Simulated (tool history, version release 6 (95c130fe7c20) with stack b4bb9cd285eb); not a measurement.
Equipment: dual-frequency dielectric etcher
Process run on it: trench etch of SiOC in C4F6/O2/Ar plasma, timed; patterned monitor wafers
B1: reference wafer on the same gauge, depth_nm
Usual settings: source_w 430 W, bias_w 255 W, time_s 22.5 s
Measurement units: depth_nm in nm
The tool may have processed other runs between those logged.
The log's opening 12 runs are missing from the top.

{"run": 13, "hour": 136.0, "source_w": 430, "bias_w": 255, "time_s": 22.5, "B1": 62.7, "depth_nm": 55.0}
{"run": 14, "hour": 151.5, "source_w": 340, "bias_w": 285, "time_s": 17.0, "B1": 62.7, "depth_nm": 39.1}
{"run": 15, "hour": 164.0, "source_w": 490, "bias_w": 236, "time_s": 17.0, "B1": 62.7, "depth_nm": 43.1}
{"hour": 178.3, "done": "source power generator calibrated"}
{"run": 16, "hour": 178.8, "source_w": 430, "bias_w": 255, "time_s": 22.5, "B1": 62.7, "depth_nm": 55.2}
{"run": 17, "hour": 185.4, "source_w": 430, "bias_w": 255, "time_s": 22.5, "B1": 62.7, "depth_nm": 55.2}
{"run": 18, "hour": 213.2, "source_w": 380, "bias_w": 308, "time_s": 25.5, "B1": 62.7, "depth_nm": 62.3}
{"run": 19, "hour": 223.9, "source_w": 500, "bias_w": 255, "time_s": 17.0, "B1": 62.7, "depth_nm": 44.3}
{"hour": 249.1, "done": "upper electrode replaced"}
{"hour": 270.3, "done": "wet clean of the chamber"}
{"run": 20, "hour": 270.8, "source_w": 430, "bias_w": 295, "time_s": 22.5, "B1": 62.7, "depth_nm": 57.0}
{"run": 21, "hour": 271.1, "source_w": 490, "bias_w": 281, "time_s": 26.5, "B1": 62.7, "depth_nm": 69.6}
{"run": 22, "hour": 290.8, "source_w": 430, "bias_w": 255, "time_s": 22.5, "B1": 62.7, "depth_nm": 54.8}
{"run": 23, "hour": 301.3, "source_w": 360, "bias_w": 196, "time_s": 22.5, "B1": 62.7, "depth_nm": 48.2}
{"run": 24, "hour": 344.8, "source_w": 530, "bias_w": 295, "time_s": 22.5, "B1": 62.7, "depth_nm": 61.8}
{"run": 25, "hour": 352.9, "source_w": 430, "bias_w": 255, "time_s": 22.5, "B1": 62.7, "depth_nm": 54.8}
{"run": 26, "hour": 366.2, "source_w": 340, "bias_w": 198, "time_s": 19.0, "B1": 62.7, "depth_nm": 39.9}
{"run": 27, "hour": 373.1, "source_w": 430, "bias_w": 255, "time_s": 22.5, "B1": 62.7, "depth_nm": 55.1}
{"run": 28, "hour": 383.0, "source_w": 430, "bias_w": 255, "time_s": 25.0, "B1": 62.7, "depth_nm": 61.2}
{"run": 29, "hour": 390.3, "source_w": 430, "bias_w": 255, "time_s": 22.5, "B1": 62.7, "depth_nm": 55.1}

Predict the results of run 30:
{"run": 30, "hour": 408.2, "source_w": 430, "bias_w": 255, "time_s": 22.5, "B1": "?", "depth_nm": "?"}

Run 30 measured B1 62.7, depth_nm 55.1 nm.
With no hidden state in the tool, this same run would have given depth_nm 54.9 nm.
